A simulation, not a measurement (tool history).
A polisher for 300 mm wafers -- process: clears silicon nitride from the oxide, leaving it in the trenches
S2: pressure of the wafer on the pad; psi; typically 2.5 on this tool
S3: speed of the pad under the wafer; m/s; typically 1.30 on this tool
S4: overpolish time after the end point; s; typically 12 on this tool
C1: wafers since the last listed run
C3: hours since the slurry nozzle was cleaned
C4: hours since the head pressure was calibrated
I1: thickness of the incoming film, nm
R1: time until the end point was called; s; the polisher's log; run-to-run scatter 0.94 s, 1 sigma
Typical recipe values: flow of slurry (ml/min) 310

run 1 hour=0.0 | flow_of_slurry_(ml/min)=290 S2=2.5 S3=1.30 S4=12 | C1=0 wafers_polished_on_this_pad=94 C3=144.7 C4=931.0 | I1=100.8 | R1=118.2
run 2 hour=16.6 | flow_of_slurry_(ml/min)=310 S2=2.5 S3=1.30 S4=12 | C1=76 wafers_polished_on_this_pad=170 C3=161.3 C4=947.6 | I1=101.5 | R1=119.3
run 3 hour=22.8 | flow_of_slurry_(ml/min)=310 S2=2.5 S3=1.30 S4=12 | C1=28 wafers_polished_on_this_pad=199 C3=167.5 C4=953.8 | I1=99.8 | R1=119.1
run 4 hour=40.1 | flow_of_slurry_(ml/min)=310 S2=2.0 S3=1.30 S4=12 | C1=80 wafers_polished_on_this_pad=279 C3=184.8 C4=971.1 | I1=100.6 | R1=150.2
run 5 hour=48.3 | flow_of_slurry_(ml/min)=310 S2=2.0 S3=1.30 S4=12 | C1=37 wafers_polished_on_this_pad=317 C3=193.0 C4=979.3 | I1=100.3 | R1=148.5
run 6 hour=58.9 | flow_of_slurry_(ml/min)=310 S2=2.0 S3=1.30 S4=12 | C1=49 wafers_polished_on_this_pad=366 C3=203.6 C4=989.9 | I1=100.6 | R1=150.6
run 7 hour=66.2 | flow_of_slurry_(ml/min)=310 S2=2.5 S3=1.30 S4=12 | C1=33 wafers_polished_on_this_pad=400 C3=210.9 C4=997.2 | I1=99.9 | R1=119.7
run 8 hour=77.4 | flow_of_slurry_(ml/min)=310 S2=2.5 S3=1.30 S4=12 | C1=51 wafers_polished_on_this_pad=452 C3=222.1 C4=1008.4 | I1=99.3 | R1=117.1
run 9 hour=88.4 | flow_of_slurry_(ml/min)=310 S2=2.5 S3=1.30 S4=12 | C1=50 wafers_polished_on_this_pad=502 C3=233.1 C4=1019.4 | I1=99.0 | R1=117.3
run 10 hour=105.8 | flow_of_slurry_(ml/min)=310 S2=2.5 S3=1.30 S4=12 | C1=80 wafers_polished_on_this_pad=583 C3=250.5 C4=1036.8 | I1=101.3 | R1=121.0
-- hour=114.7 worn pad replaced by a new one
run 11 hour=115.8 | flow_of_slurry_(ml/min)=310 S2=2.5 S3=1.30 S4=12 | C1=27 wafers_polished_on_this_pad=5 C3=260.5 C4=1046.8 | I1=100.1 | R1=118.8
run 12 hour=132.7 | flow_of_slurry_(ml/min)=310 S2=2.5 S3=1.30 S4=12 | C1=78 wafers_polished_on_this_pad=83 C3=277.4 C4=1063.7 | I1=99.9 | R1=118.8
run 13 hour=149.3 | flow_of_slurry_(ml/min)=310 S2=2.5 S3=1.30 S4=12 | C1=76 wafers_polished_on_this_pad=160 C3=294.0 C4=1080.3 | I1=98.4 | R1=117.4
run 14 hour=162.6 | flow_of_slurry_(ml/min)=310 S2=2.5 S3=1.30 S4=12 | C1=61 wafers_polished_on_this_pad=221 C3=307.3 C4=1093.6 | I1=98.1 | R1=116.5
run 15 hour=179.7 | flow_of_slurry_(ml/min)=310 S2=2.5 S3=1.30 S4=12 | C1=79 wafers_polished_on_this_pad=300 C3=324.4 C4=1110.7 | I1=99.3 | R1=118.2
run 16 hour=185.7 | flow_of_slurry_(ml/min)=360 S2=2.5 S3=1.30 S4=12 | C1=27 wafers_polished_on_this_pad=328 C3=330.4 C4=1116.7 | I1=99.4 | R1=117.1
run 17 hour=233.0 | flow_of_slurry_(ml/min)=310 S2=2.5 S3=1.30 S4=12 | C1=218 wafers_polished_on_this_pad=547 C3=377.7 C4=1164.0 | I1=99.5 | R1=118.7
run 18 hour=246.3 | flow_of_slurry_(ml/min)=310 S2=2.5 S3=1.48 S4=16 | C1=61 wafers_polished_on_this_pad=608 C3=391.0 C4=1177.3 | I1=100.4 | R1=104.0
run 19 hour=254.5 | flow_of_slurry_(ml/min)=200 S2=2.9 S3=1.72 S4=7 | C1=37 wafers_polished_on_this_pad=646 C3=399.2 C4=1185.5 | I1=99.2 | R1=80.7
-- hour=263.4 worn pad replaced by a new one
run 20 hour=265.3 | flow_of_slurry_(ml/min)=310 S2=2.5 S3=1.52 S4=12 | C1=31 wafers_polished_on_this_pad=8 C3=410.0 C4=1196.3 | I1=100.0 | R1=101.5
-- hour=272.8 slurry nozzle cleaned
run 21 hour=278.1 | flow_of_slurry_(ml/min)=210 S2=2.5 S3=1.30 S4=12 | C1=54 wafers_polished_on_this_pad=63 C3=5.3 C4=1209.1 | I1=99.0 | R1=123.0
-- hour=282.5 head pressure recalibrated
run 22 hour=294.3 | flow_of_slurry_(ml/min)=310 S2=2.5 S3=1.48 S4=12 | C1=65 wafers_polished_on_this_pad=129 C3=21.5 C4=11.8 | I1=98.9 | R1=111.5
run 23 hour=302.8 | flow_of_slurry_(ml/min)=290 S2=2.5 S3=1.30 S4=12 | C1=39 wafers_polished_on_this_pad=168 C3=30.0 C4=20.3 | I1=101.7 | R1=128.8
run 24 hour=317.4 | flow_of_slurry_(ml/min)=310 S2=3.3 S3=1.30 S4=12 | C1=67 wafers_polished_on_this_pad=236 C3=44.6 C4=34.9 | I1=100.1 | R1=98.1
run 25 hour=333.9 | flow_of_slurry_(ml/min)=310 S2=2.5 S3=1.30 S4=15 | C1=76 wafers_polished_on_this_pad=312 C3=61.1 C4=51.4 | I1=100.7 | R1=127.8
-- hour=349.0 head pressure recalibrated, repeated, since the last time left the tool worse
run 26 hour=351.5 | flow_of_slurry_(ml/min)=205 S2=2.0 S3=1.06 S4=17 | C1=72 wafers_polished_on_this_pad=384 C3=78.7 C4=2.5 | I1=100.3 | R1=173.7
run 27 hour=368.1 | flow_of_slurry_(ml/min)=310 S2=2.5 S3=1.30 S4=12 | C1=76 wafers_polished_on_this_pad=461 C3=95.3 C4=19.1 | I1=100.2 | R1=109.6
run 28 hour=374.8 | flow_of_slurry_(ml/min)=310 S2=2.5 S3=1.30 S4=12 | C1=30 wafers_polished_on_this_pad=492 C3=102.0 C4=25.8 | I1=101.3 | R1=111.0
run 29 hour=388.0 | flow_of_slurry_(ml/min)=310 S2=2.9 S3=1.14 S4=12 | C1=61 wafers_polished_on_this_pad=553 C3=115.2 C4=39.0 | I1=99.3 | R1=109.2
-- hour=404.3 worn pad replaced by a new one
run 30 hour=405.1 | flow_of_slurry_(ml/min)=310 S2=3.1 S3=1.14 S4=12 | C1=60 wafers_polished_on_this_pad=3 C3=132.3 C4=56.1 | I1=101.5 | R1=104.4
run 31 hour=418.9 | flow_of_slurry_(ml/min)=400 S2=2.5 S3=0.88 S4=14 | C1=63 wafers_polished_on_this_pad=67 C3=146.1 C4=69.9 | I1=98.4 | R1=158.8
run 32 hour=425.4 | flow_of_slurry_(ml/min)=310 S2=2.5 S3=1.30 S4=12 | C1=30 wafers_polished_on_this_pad=97 C3=152.6 C4=76.4 | I1=99.2 | R1=112.7
run 33 hour=438.3 | flow_of_slurry_(ml/min)=280 S2=2.2 S3=1.64 S4=17 | C1=59 wafers_polished_on_this_pad=157 C3=165.5 C4=89.3 | I1=99.7 | R1=102.2
run 34 hour=455.1 | flow_of_slurry_(ml/min)=310 S2=2.5 S3=1.12 S4=12 | C1=77 wafers_polished_on_this_pad=234 C3=182.3 C4=106.1 | I1=101.2 | R1=131.7
run 35 hour=466.7 | flow_of_slurry_(ml/min)=260 S2=1.9 S3=0.90 S4=16 | C1=53 wafers_polished_on_this_pad=288 C3=193.9 C4=117.7 | I1=98.4 | R1=215.0
run 36 hour=473.9 | flow_of_slurry_(ml/min)=310 S2=2.5 S3=1.30 S4=7 | C1=33 wafers_polished_on_this_pad=321 C3=201.1 C4=124.9 | I1=99.3 | R1=111.7
run 37 hour=480.1 | flow_of_slurry_(ml/min)=270 S2=2.5 S3=1.46 S4=12 | C1=28 wafers_polished_on_this_pad=350 C3=207.3 C4=131.1 | I1=100.5 | R1=102.2
run 38 hour=492.4 | flow_of_slurry_(ml/min)=310 S2=2.5 S3=1.30 S4=12 | C1=56 wafers_polished_on_this_pad=407 C3=219.6 C4=143.4 | I1=99.6 | R1=112.5

What was the tool's hidden state at every run in the log?
removal rate lost through wear of the pad, %: 0, the same for each run
slurry flow missing at the pad, %: 0, the same for each run
H1: deviation of the head's pressure from its setpoint, %
run=1 H1=-7.71
run=2 H1=-7.74
run=3 H1=-7.75
run=4 H1=-7.77
run=5 H1=-7.79
run=6 H1=-7.8
run=7 H1=-7.81
run=8 H1=-7.83
run=9 H1=-7.85
run=10 H1=-7.87
run=11 H1=-7.88
run=12 H1=-7.9
run=13 H1=-7.92
run=14 H1=-7.94
run=15 H1=-7.95
run=16 H1=-7.96
run=17 H1=-8.01
run=18 H1=-8.02
run=19 H1=-8.02
run=20 H1=-8.03
run=21 H1=-8.04
run=22 H1=-14.4
run=23 H1=-14.6
run=24 H1=-15
run=25 H1=-15.3
run=26 H1=-0.255
run=27 H1=-0.648
run=28 H1=-0.802
run=29 H1=-1.1
run=30 H1=-1.46
run=31 H1=-1.74
run=32 H1=-1.87
run=33 H1=-2.12
run=34 H1=-2.43
run=35 H1=-2.64
run=36 H1=-2.76
run=37 H1=-2.87
run=38 H1=-3.07
